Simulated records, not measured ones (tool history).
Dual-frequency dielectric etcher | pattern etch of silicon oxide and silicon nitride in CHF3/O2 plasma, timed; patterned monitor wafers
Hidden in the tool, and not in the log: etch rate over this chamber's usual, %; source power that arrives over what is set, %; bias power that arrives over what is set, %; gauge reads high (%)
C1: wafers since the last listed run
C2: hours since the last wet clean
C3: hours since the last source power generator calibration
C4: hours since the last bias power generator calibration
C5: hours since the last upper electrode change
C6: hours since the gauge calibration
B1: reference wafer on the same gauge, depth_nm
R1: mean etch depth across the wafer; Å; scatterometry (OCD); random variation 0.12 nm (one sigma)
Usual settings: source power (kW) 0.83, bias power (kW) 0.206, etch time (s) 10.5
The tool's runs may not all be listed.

Run 1, hour 0: usual settings; C1 0; C2 441.6; C3 3111; C4 1160.6; C5 1799.1; C6 1794.3; B1 19.09. Result: R1 179.2 Å.
At hour 25.5: wet clean of the chamber.
Run 2, hour 59.8: usual settings but source power (kW) 0.67; C1 747; C2 34.3; C3 3170.8; C4 1220.4; C5 1858.9; C6 1854.1; B1 19.11. Result: R1 168.9 Å.
Run 3, hour 132: usual settings but source power (kW) 0.67; C1 1508; C2 106.5; C3 3243; C4 1292.6; C5 1931.1; C6 1926.3; B1 19.13. Result: R1 166.7 Å.
Run 4, hour 191.2: usual settings; C1 1236; C2 165.7; C3 3302.2; C4 1351.8; C5 1990.3; C6 1985.5; B1 19.13. Result: R1 175.1 Å.
Run 5, hour 225: usual settings; C1 706; C2 199.5; C3 3336; C4 1385.6; C5 2024.1; C6 2019.3; B1 19.12. Result: R1 173.7 Å.
Run 6, hour 261.5: usual settings; C1 762; C2 236; C3 3372.5; C4 1422.1; C5 2060.6; C6 2055.8; B1 19.09. Result: R1 174.6 Å.
Run 7, hour 288.7: usual settings but etch time (s) 12.5; C1 568; C2 263.2; C3 3399.7; C4 1449.3; C5 2087.8; C6 2083; B1 19.09. Result: R1 209.3 Å.
Run 8, hour 331.1: usual settings but source power (kW) 0.91; C1 885; C2 305.6; C3 3442.1; C4 1491.7; C5 2130.2; C6 2125.4; B1 19.07. Result: R1 178.7 Å.
Run 9, hour 377.4: usual settings but source power (kW) 0.91; C1 967; C2 351.9; C3 3488.4; C4 1538; C5 2176.5; C6 2171.7; B1 19.07. Result: R1 177.7 Å.
At hour 460: wet clean of the chamber, repeated, since the last time left the tool worse.
Run 10, hour 552.6: usual settings but source power (kW) 0.74, bias power (kW) 0.171, etch time (s) 12; C1 3158; C2 92.6; C3 3663.6; C4 1713.2; C5 2351.7; C6 2346.9; B1 19.1. Result: R1 195.4 Å.
Run 11, hour 584: usual settings but source power (kW) 0.98, bias power (kW) 0.183, etch time (s) 13; C1 655; C2 124; C3 3695; C4 1744.6; C5 2383.1; C6 2378.3; B1 19.1. Result: R1 226.1 Å.
Run 12, hour 615.7: usual settings; C1 662; C2 155.7; C3 3726.7; C4 1776.3; C5 2414.8; C6 2410; B1 19.11. Result: R1 182.1 Å.
Run 13, hour 669.5: usual settings; C1 1123; C2 209.5; C3 3780.5; C4 1830.1; C5 2468.6; C6 2463.8; B1 19.08. Result: R1 183.6 Å.
Run 14, hour 703.9: usual settings; C1 718; C2 243.9; C3 3814.9; C4 1864.5; C5 2503; C6 2498.2; B1 19.12. Result: R1 182.8 Å.
At hour 725.2: gauge calibrated.
At hour 803.7: bias power generator calibrated.
Run 15, hour 854.6: usual settings but bias power (kW) 0.187, etch time (s) 9.5; C1 3064; C2 394.6; C3 3965.6; C4 50.9; C5 2653.7; C6 129.4; B1 19.12. Result: R1 160.1 Å.
At hour 937.3: wet clean of the chamber.
Run 16, hour 937.8: usual settings; C1 1236; C2 0.5; C3 4048.8; C4 134.1; C5 2736.9; C6 212.6; B1 19.09. Result: R1 186.4 Å.
At hour 958.7: source power generator calibrated.
Run 17, hour 989: usual settings; C1 986; C2 51.7; C3 30.3; C4 185.3; C5 2788.1; C6 263.8; B1 19.08. Result: R1 186.2 Å.
Run 18, hour 1056.5: usual settings but source power (kW) 0.89, bias power (kW) 0.239, etch time (s) 8.5; C1 1410; C2 119.2; C3 97.8; C4 252.8; C5 2855.6; C6 331.3; B1 19.11. Result: R1 159.1 Å.
Run 19, hour 1118.6: usual settings; C1 1297; C2 181.3; C3 159.9; C4 314.9; C5 2917.7; C6 393.4; B1 19.11. Result: R1 181.6 Å.
At hour 1262: upper electrode replaced.
Run 20, hour 1294.3: usual settings; C1 3169; C2 357; C3 335.6; C4 490.6; C5 32.3; C6 569.1; B1 19.08. Result: R1 182.2 Å.
At hour 1382.6: wet clean of the chamber.
Run 21, hour 1487.6: usual settings but bias power (kW) 0.237, etch time (s) 12; C1 3536; C2 105; C3 528.9; C4 683.9; C5 225.6; C6 762.4; B1 19.1. Result: R1 219.1 Å.
Run 22, hour 1535.9: usual settings but source power (kW) 0.97; C1 1009; C2 153.3; C3 577.2; C4 732.2; C5 273.9; C6 810.7; B1 19.09. Result: R1 193.3 Å.
Run 23, hour 1598.2: usual settings but source power (kW) 0.98, bias power (kW) 0.156, etch time (s) 13; C1 1301; C2 215.6; C3 639.5; C4 794.5; C5 336.2; C6 873; B1 19.1. Result: R1 218.6 Å.
Run 24, hour 1641.9: usual settings; C1 912; C2 259.3; C3 683.2; C4 838.2; C5 379.9; C6 916.7; B1 19.08. Result: R1 182 Å.
Run 25, hour 1702.5: usual settings but source power (kW) 0.9, bias power (kW) 0.22, etch time (s) 12; C1 1266; C2 319.9; C3 743.8; C4 898.8; C5 440.5; C6 977.3; B1 19.08. Result: R1 217.3 Å.
Run 26, hour 1750.9: usual settings but source power (kW) 0.67, bias power (kW) 0.229, etch time (s) 13; C1 1011; C2 368.3; C3 792.2; C4 947.2; C5 488.9; C6 1025.7; B1 19.1. Result: R1 220.8 Å.
Run 27, hour 1780.7: usual settings but source power (kW) 0.95, etch time (s) 13; C1 622; C2 398.1; C3 822; C4 977; C5 518.7; C6 1055.5; B1 19.1. Result: R1 233.2 Å.
Run 28, hour 1828.1: usual settings but source power (kW) 0.72; C1 990; C2 445.5; C3 869.4; C4 1024.4; C5 566.1; C6 1102.9; B1 19.08. Result: R1 174.4 Å.

5 ways to go on from here, each from the tool as it stands after run 28. What would each give?
Run A, hour 1828.5: usual settings but source power (kW) 0.68; C1 8; C2 445.9; C3 869.8; C4 1024.8; C5 566.5; C6 1103.3; B1 ?. Result: R1 ?.
Run B, hour 1828.5: usual settings but bias power (kW) 0.229; C1 8; C2 445.9; C3 869.8; C4 1024.8; C5 566.5; C6 1103.3; B1 ?. Result: R1 ?.
Run C, hour 1828.5: usual settings but source power (kW) 0.76, bias power (kW) 0.167; C1 8; C2 445.9; C3 869.8; C4 1024.8; C5 566.5; C6 1103.3; B1 ?. Result: R1 ?.
Run D, hour 1828.5: usual settings but source power (kW) 1.04, etch time (s) 8.5; C1 8; C2 445.9; C3 869.8; C4 1024.8; C5 566.5; C6 1103.3; B1 ?. Result: R1 ?.
Run E, hour 1828.5: usual settings but source power (kW) 0.97, bias power (kW) 0.234, etch time (s) 12; C1 8; C2 445.9; C3 869.8; C4 1024.8; C5 566.5; C6 1103.3; B1 ?. Result: R1 ?.

run     B1     R1
  A  19.07  172.7
  B  19.07  187.2
  C  19.07  166.5
  D  19.07  155.4
  E  19.07    224
Without the tool's hidden state the same runs would have given:
run     R1
  A  177.1
  B  191.9
  C  170.7
  D  159.3
  E  229.6

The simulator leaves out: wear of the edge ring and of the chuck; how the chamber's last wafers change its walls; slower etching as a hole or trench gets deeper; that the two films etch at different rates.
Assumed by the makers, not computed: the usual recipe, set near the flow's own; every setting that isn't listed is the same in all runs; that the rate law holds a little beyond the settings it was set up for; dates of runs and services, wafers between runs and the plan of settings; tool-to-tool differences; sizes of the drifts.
